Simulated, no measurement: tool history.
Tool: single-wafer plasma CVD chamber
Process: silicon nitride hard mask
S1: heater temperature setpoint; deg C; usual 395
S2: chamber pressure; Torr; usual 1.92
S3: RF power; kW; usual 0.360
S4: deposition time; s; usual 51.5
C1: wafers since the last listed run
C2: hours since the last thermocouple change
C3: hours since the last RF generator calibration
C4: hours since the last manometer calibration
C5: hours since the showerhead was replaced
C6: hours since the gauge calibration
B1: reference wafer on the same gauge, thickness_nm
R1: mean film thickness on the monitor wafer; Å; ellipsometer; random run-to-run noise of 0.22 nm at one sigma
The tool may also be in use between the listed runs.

{"run": 1, "hour": 0.0, "S1": 395, "S2": 1.92, "S3": 0.36, "S4": 51.5, "C1": 0, "C2": 2259.5, "C3": 531.4, "C4": 390.8, "C5": 5705.2, "C6": 50.2, "B1": 71.577, "R1": 650.26}
{"run": 2, "hour": 38.8, "S1": 395, "S2": 1.92, "S3": 0.36, "S4": 51.5, "C1": 604, "C2": 2298.3, "C3": 570.2, "C4": 429.6, "C5": 5744.0, "C6": 89.0, "B1": 71.608, "R1": 651.73}
{"run": 3, "hour": 133.6, "S1": 395, "S2": 1.92, "S3": 0.34, "S4": 51.5, "C1": 1475, "C2": 2393.1, "C3": 665.0, "C4": 524.4, "C5": 5838.8, "C6": 183.8, "B1": 71.64, "R1": 624.89}
{"run": 4, "hour": 203.3, "S1": 395, "S2": 1.92, "S3": 0.36, "S4": 51.5, "C1": 1085, "C2": 2462.8, "C3": 734.7, "C4": 594.1, "C5": 5908.5, "C6": 253.5, "B1": 71.603, "R1": 651.4}
{"run": 5, "hour": 251.6, "S1": 395, "S2": 1.92, "S3": 0.36, "S4": 51.5, "C1": 751, "C2": 2511.1, "C3": 783.0, "C4": 642.4, "C5": 5956.8, "C6": 301.8, "B1": 71.628, "R1": 649.45}
{"run": 6, "hour": 342.9, "S1": 395, "S2": 2.16, "S3": 0.36, "S4": 51.5, "C1": 1421, "C2": 2602.4, "C3": 874.3, "C4": 733.7, "C5": 6048.1, "C6": 393.1, "B1": 71.626, "R1": 682.91}
{"run": 7, "hour": 394.0, "S1": 395, "S2": 1.92, "S3": 0.36, "S4": 51.5, "C1": 795, "C2": 2653.5, "C3": 925.4, "C4": 784.8, "C5": 6099.2, "C6": 444.2, "B1": 71.532, "R1": 647.24}
{"run": 8, "hour": 438.3, "S1": 395, "S2": 1.92, "S3": 0.36, "S4": 51.5, "C1": 689, "C2": 2697.8, "C3": 969.7, "C4": 829.1, "C5": 6143.5, "C6": 488.5, "B1": 71.583, "R1": 647.36}
{"run": 9, "hour": 485.9, "S1": 395, "S2": 1.92, "S3": 0.36, "S4": 51.5, "C1": 741, "C2": 2745.4, "C3": 1017.3, "C4": 876.7, "C5": 6191.1, "C6": 536.1, "B1": 71.611, "R1": 644.61}
{"run": 10, "hour": 551.2, "S1": 395, "S2": 1.92, "S3": 0.36, "S4": 51.5, "C1": 1016, "C2": 2810.7, "C3": 1082.6, "C4": 942.0, "C5": 6256.4, "C6": 601.4, "B1": 71.548, "R1": 646.7}
{"run": 11, "hour": 590.9, "S1": 399, "S2": 1.92, "S3": 0.41, "S4": 51.5, "C1": 618, "C2": 2850.4, "C3": 1122.3, "C4": 981.7, "C5": 6296.1, "C6": 641.1, "B1": 71.613, "R1": 704.39}
{"run": 12, "hour": 676.1, "S1": 399, "S2": 1.92, "S3": 0.41, "S4": 51.5, "C1": 1326, "C2": 2935.6, "C3": 1207.5, "C4": 1066.9, "C5": 6381.3, "C6": 726.3, "B1": 71.595, "R1": 702.77}
{"hour": 715.6, "done": "thermocouple changed; heater temperature recalibrated"}
{"run": 13, "hour": 748.7, "S1": 395, "S2": 1.92, "S3": 0.36, "S4": 45.7, "C1": 1005, "C2": 33.1, "C3": 1280.1, "C4": 1139.5, "C5": 6453.9, "C6": 798.9, "B1": 71.643, "R1": 569.47}
{"run": 14, "hour": 808.9, "S1": 395, "S2": 1.92, "S3": 0.34, "S4": 51.5, "C1": 937, "C2": 93.3, "C3": 1340.3, "C4": 1199.7, "C5": 6514.1, "C6": 859.1, "B1": 71.617, "R1": 611.97}
{"hour": 828.2, "done": "RF generator calibrated"}
{"run": 15, "hour": 851.2, "S1": 395, "S2": 1.92, "S3": 0.42, "S4": 51.5, "C1": 533, "C2": 135.6, "C3": 23.0, "C4": 1242.0, "C5": 6556.4, "C6": 901.4, "B1": 71.605, "R1": 712.6}
{"run": 16, "hour": 1078.3, "S1": 409, "S2": 1.47, "S3": 0.32, "S4": 60.5, "C1": 3535, "C2": 362.7, "C3": 250.1, "C4": 1469.1, "C5": 6783.5, "C6": 1128.5, "B1": 71.554, "R1": 589.79}
{"hour": 1121.0, "done": "gauge calibrated"}
{"hour": 1128.7, "done": "showerhead replaced"}
{"hour": 1148.7, "done": "capacitance manometer re-zeroed and calibrated"}
{"run": 17, "hour": 1174.4, "S1": 395, "S2": 1.92, "S3": 0.36, "S4": 51.5, "C1": 1246, "C2": 458.8, "C3": 346.2, "C4": 25.7, "C5": 45.7, "C6": 53.4, "B1": 71.578, "R1": 656.18}
{"run": 18, "hour": 1264.4, "S1": 399, "S2": 2.39, "S3": 0.315, "S4": 45.0, "C1": 1401, "C2": 548.8, "C3": 436.2, "C4": 115.7, "C5": 135.7, "C6": 143.4, "B1": 71.598, "R1": 557.94}
{"run": 19, "hour": 1361.6, "S1": 395, "S2": 2.3, "S3": 0.43, "S4": 51.5, "C1": 1513, "C2": 646.0, "C3": 533.4, "C4": 212.9, "C5": 232.9, "C6": 240.6, "B1": 71.567, "R1": 793.43}
{"run": 20, "hour": 1410.0, "S1": 395, "S2": 1.92, "S3": 0.39, "S4": 51.5, "C1": 753, "C2": 694.4, "C3": 581.8, "C4": 261.3, "C5": 281.3, "C6": 289.0, "B1": 71.588, "R1": 693.98}
{"run": 21, "hour": 1513.4, "S1": 390, "S2": 1.92, "S3": 0.405, "S4": 46.0, "C1": 1609, "C2": 797.8, "C3": 685.2, "C4": 364.7, "C5": 384.7, "C6": 392.4, "B1": 71.621, "R1": 638.5}
{"run": 22, "hour": 1834.4, "S1": 395, "S2": 1.92, "S3": 0.385, "S4": 51.5, "C1": 4997, "C2": 1118.8, "C3": 1006.2, "C4": 685.7, "C5": 705.7, "C6": 713.4, "B1": 71.575, "R1": 679.75}
{"run": 23, "hour": 1873.0, "S1": 402, "S2": 2.13, "S3": 0.38, "S4": 51.5, "C1": 600, "C2": 1157.4, "C3": 1044.8, "C4": 724.3, "C5": 744.3, "C6": 752.0, "B1": 71.618, "R1": 703.94}
{"run": 24, "hour": 1969.0, "S1": 395, "S2": 1.92, "S3": 0.34, "S4": 51.5, "C1": 1494, "C2": 1253.4, "C3": 1140.8, "C4": 820.3, "C5": 840.3, "C6": 848.0, "B1": 71.605, "R1": 620.59}
{"run": 25, "hour": 2046.8, "S1": 395, "S2": 1.92, "S3": 0.36, "S4": 51.5, "C1": 1211, "C2": 1331.2, "C3": 1218.6, "C4": 898.1, "C5": 918.1, "C6": 925.8, "B1": 71.622, "R1": 646.57}
{"hour": 2073.6, "done": "gauge calibrated"}
{"run": 26, "hour": 2104.9, "S1": 395, "S2": 1.92, "S3": 0.36, "S4": 51.5, "C1": 904, "C2": 1389.3, "C3": 1276.7, "C4": 956.2, "C5": 976.2, "C6": 31.3, "B1": 71.649, "R1": 647.64}
{"run": 27, "hour": 2142.4, "S1": 395, "S2": 2.22, "S3": 0.425, "S4": 57.4, "C1": 583, "C2": 1426.8, "C3": 1314.2, "C4": 993.7, "C5": 1013.7, "C6": 68.8, "B1": 71.616, "R1": 852.91}

Per-run results on a tool with no hidden state, each run keeping its own random variation:
The hidden state here: wafer temperature above the value expected at the setpoint (K); delivered RF power above the setpoint (%); true pressure above the setpoint (%); gauge reads high (%).
run=1 R1=652.99
run=2 R1=654.78
run=3 R1=628.67
run=4 R1=656.12
run=5 R1=654.75
run=6 R1=689.27
run=7 R1=654.54
run=8 R1=655.39
run=9 R1=653.42
run=10 R1=656.76
run=11 R1=716.20
run=12 R1=716.51
run=13 R1=582.09
run=14 R1=626.94
run=15 R1=731.25
run=16 R1=615.00
run=17 R1=655.76
run=18 R1=557.74
run=19 R1=793.44
run=20 R1=694.23
run=21 R1=639.34
run=22 R1=684.09
run=23 R1=708.64
run=24 R1=626.47
run=25 R1=654.04
run=26 R1=656.21
run=27 R1=864.25

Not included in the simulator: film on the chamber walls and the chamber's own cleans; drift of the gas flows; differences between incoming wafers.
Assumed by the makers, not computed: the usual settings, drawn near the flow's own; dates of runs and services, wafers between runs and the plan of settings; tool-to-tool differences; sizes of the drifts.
